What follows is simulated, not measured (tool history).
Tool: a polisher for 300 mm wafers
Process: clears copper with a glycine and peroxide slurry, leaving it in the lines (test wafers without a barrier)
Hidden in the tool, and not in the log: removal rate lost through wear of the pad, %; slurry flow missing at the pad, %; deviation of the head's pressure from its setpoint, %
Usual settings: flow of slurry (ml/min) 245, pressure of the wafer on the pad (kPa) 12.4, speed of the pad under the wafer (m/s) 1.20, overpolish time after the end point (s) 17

run	hour	flow of slurry (ml/min)	pressure of the wafer on the pad (kPa)	speed of the pad under the wafer (m/s)	overpolish time after the end point (s)	wafers since the last listed run	wafers polished on this pad	hours since the slurry nozzle was cleaned	hours since the head pressure was calibrated	incoming thickness of the incoming film, nm	time until the end point was called (s)	dishing of a wide line in a test structure (nm)
1	0.0	200	12.4	1.20	21	0	227	110.2	905.6	525.6	117.0	46.8
2	66.1	245	12.4	1.20	17	398	626	176.3	971.7	534.7	119.6	39.6
3	134.0	245	12.4	1.20	17	409	1035	244.2	1039.6	516.7	125.2	39.4
# hour 187.4: slurry nozzle cleaned
# hour 199.5: worn pad replaced by a new one
4	200.0	245	11.0	1.20	13	367	2	12.6	1105.6	527.8	123.7	32.1
5	255.4	245	11.0	1.20	13	334	337	68.0	1161.0	530.2	130.7	29.1
6	318.6	245	12.4	1.20	17	381	718	131.2	1224.2	530.0	123.5	39.1
7	380.9	245	12.4	1.20	17	375	1094	193.5	1286.5	518.0	119.2	40.0
8	427.7	245	12.4	1.20	23	282	1376	240.3	1333.3	529.0	124.8	48.8
# hour 440.0: worn pad replaced by a new one
# hour 448.9: head pressure recalibrated
# hour 457.6: slurry nozzle cleaned
9	481.2	245	12.4	1.20	12	280	230	23.6	32.3	521.8	115.1	30.8
10	520.9	245	12.4	1.20	12	239	469	63.3	72.0	534.1	122.4	30.9
11	592.9	245	12.4	1.20	17	434	904	135.3	144.0	529.9	120.1	39.3
12	622.0	185	12.4	1.20	17	175	1079	164.4	173.1	525.2	125.5	38.8
# hour 661.0: worn pad replaced by a new one, of another model than before
13	661.5	190	12.4	1.40	14	214	3	203.9	212.6	526.4	106.7	37.7
14	720.0	245	9.7	1.42	17	352	356	262.4	271.1	523.9	118.0	38.5
# hour 758.8: slurry nozzle cleaned
15	783.2	245	12.4	1.20	17	375	731	24.4	334.3	525.2	120.7	40.4
16	812.7	245	12.4	0.90	17	177	909	53.9	363.8	525.6	139.6	36.7
17	852.4	200	12.4	0.86	17	239	1148	93.6	403.5	529.9	145.8	34.8
# hour 871.2: worn pad replaced by a new one
18	900.2	245	12.4	1.20	12	264	174	141.4	451.3	527.6	118.9	30.4

Run 19 comes next. What will it give?
19	942.7	245	12.4	1.20	17	256	431	183.9	493.8	531.6	?	?

{"run 19": {"time until the end point was called (s)": 122.4, "dishing of a wide line in a test structure (nm)": 38.7}}
Without the tool's hidden state the same run would have given time until the end point was called (s) 111.7, dishing of a wide line in a test structure (nm) 41.4.
